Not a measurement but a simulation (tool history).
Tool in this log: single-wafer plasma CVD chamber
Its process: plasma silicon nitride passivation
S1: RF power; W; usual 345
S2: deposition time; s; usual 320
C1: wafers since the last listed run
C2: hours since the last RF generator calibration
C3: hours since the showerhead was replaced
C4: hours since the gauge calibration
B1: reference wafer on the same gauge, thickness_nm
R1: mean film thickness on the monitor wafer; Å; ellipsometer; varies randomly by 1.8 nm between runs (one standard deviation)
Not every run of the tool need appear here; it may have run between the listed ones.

{"run": 1, "hour": 0.0, "S1": 345, "S2": 320, "C1": 0, "C2": 665.0, "C3": 4181.7, "C4": 398.6, "B1": 482.239, "R1": 4279.06}
{"run": 2, "hour": 29.0, "S1": 345, "S2": 320, "C1": 152, "C2": 694.0, "C3": 4210.7, "C4": 427.6, "B1": 482.061, "R1": 4342.08}
{"run": 3, "hour": 58.8, "S1": 345, "S2": 320, "C1": 156, "C2": 723.8, "C3": 4240.5, "C4": 457.4, "B1": 481.293, "R1": 4287.88}
{"run": 4, "hour": 85.2, "S1": 295, "S2": 320, "C1": 138, "C2": 750.2, "C3": 4266.9, "C4": 483.8, "B1": 480.882, "R1": 4126.6}
{"run": 5, "hour": 122.3, "S1": 345, "S2": 320, "C1": 195, "C2": 787.3, "C3": 4304.0, "C4": 520.9, "B1": 481.676, "R1": 4289.85}
{"run": 6, "hour": 190.1, "S1": 345, "S2": 320, "C1": 356, "C2": 855.1, "C3": 4371.8, "C4": 588.7, "B1": 481.912, "R1": 4283.01}
{"run": 7, "hour": 228.6, "S1": 345, "S2": 320, "C1": 202, "C2": 893.6, "C3": 4410.3, "C4": 627.2, "B1": 481.653, "R1": 4329.8}
{"hour": 246.7, "done": "gauge calibrated"}
{"hour": 254.4, "done": "showerhead replaced"}
{"run": 8, "hour": 293.5, "S1": 345, "S2": 320, "C1": 299, "C2": 958.5, "C3": 39.1, "C4": 46.8, "B1": 481.931, "R1": 4267.22}
{"run": 9, "hour": 356.0, "S1": 315, "S2": 277, "C1": 328, "C2": 1021.0, "C3": 101.6, "C4": 109.3, "B1": 481.377, "R1": 3577.37}
{"run": 10, "hour": 402.2, "S1": 295, "S2": 320, "C1": 243, "C2": 1067.2, "C3": 147.8, "C4": 155.5, "B1": 481.967, "R1": 4073.22}
{"hour": 423.7, "done": "RF generator calibrated"}
{"run": 11, "hour": 461.1, "S1": 325, "S2": 320, "C1": 267, "C2": 37.4, "C3": 206.7, "C4": 214.4, "B1": 481.129, "R1": 4314.01}
{"run": 12, "hour": 496.5, "S1": 345, "S2": 354, "C1": 186, "C2": 72.8, "C3": 242.1, "C4": 249.8, "B1": 482.44, "R1": 4869.37}
{"run": 13, "hour": 630.3, "S1": 405, "S2": 355, "C1": 704, "C2": 206.6, "C3": 375.9, "C4": 383.6, "B1": 481.68, "R1": 5076.74}
{"run": 14, "hour": 688.6, "S1": 400, "S2": 374, "C1": 306, "C2": 264.9, "C3": 434.2, "C4": 441.9, "B1": 482.153, "R1": 5378.29}
{"run": 15, "hour": 716.7, "S1": 345, "S2": 320, "C1": 147, "C2": 293.0, "C3": 462.3, "C4": 470.0, "B1": 482.36, "R1": 4338.23}
{"run": 16, "hour": 788.0, "S1": 305, "S2": 344, "C1": 375, "C2": 364.3, "C3": 533.6, "C4": 541.3, "B1": 481.821, "R1": 4461.86}

For each run, what was the tool's unlogged condition?
gauge reads high (%): 0 across all the runs
H1: delivered RF power above the setpoint (%)
run=1 H1=-5.52
run=2 H1=-5.73
run=3 H1=-5.95
run=4 H1=-6.14
run=5 H1=-6.41
run=6 H1=-6.9
run=7 H1=-7.18
run=8 H1=-7.65
run=9 H1=-8.11
run=10 H1=-8.44
run=11 H1=-1.31
run=12 H1=-1.57
run=13 H1=-2.54
run=14 H1=-2.96
run=15 H1=-3.16
run=16 H1=-3.68
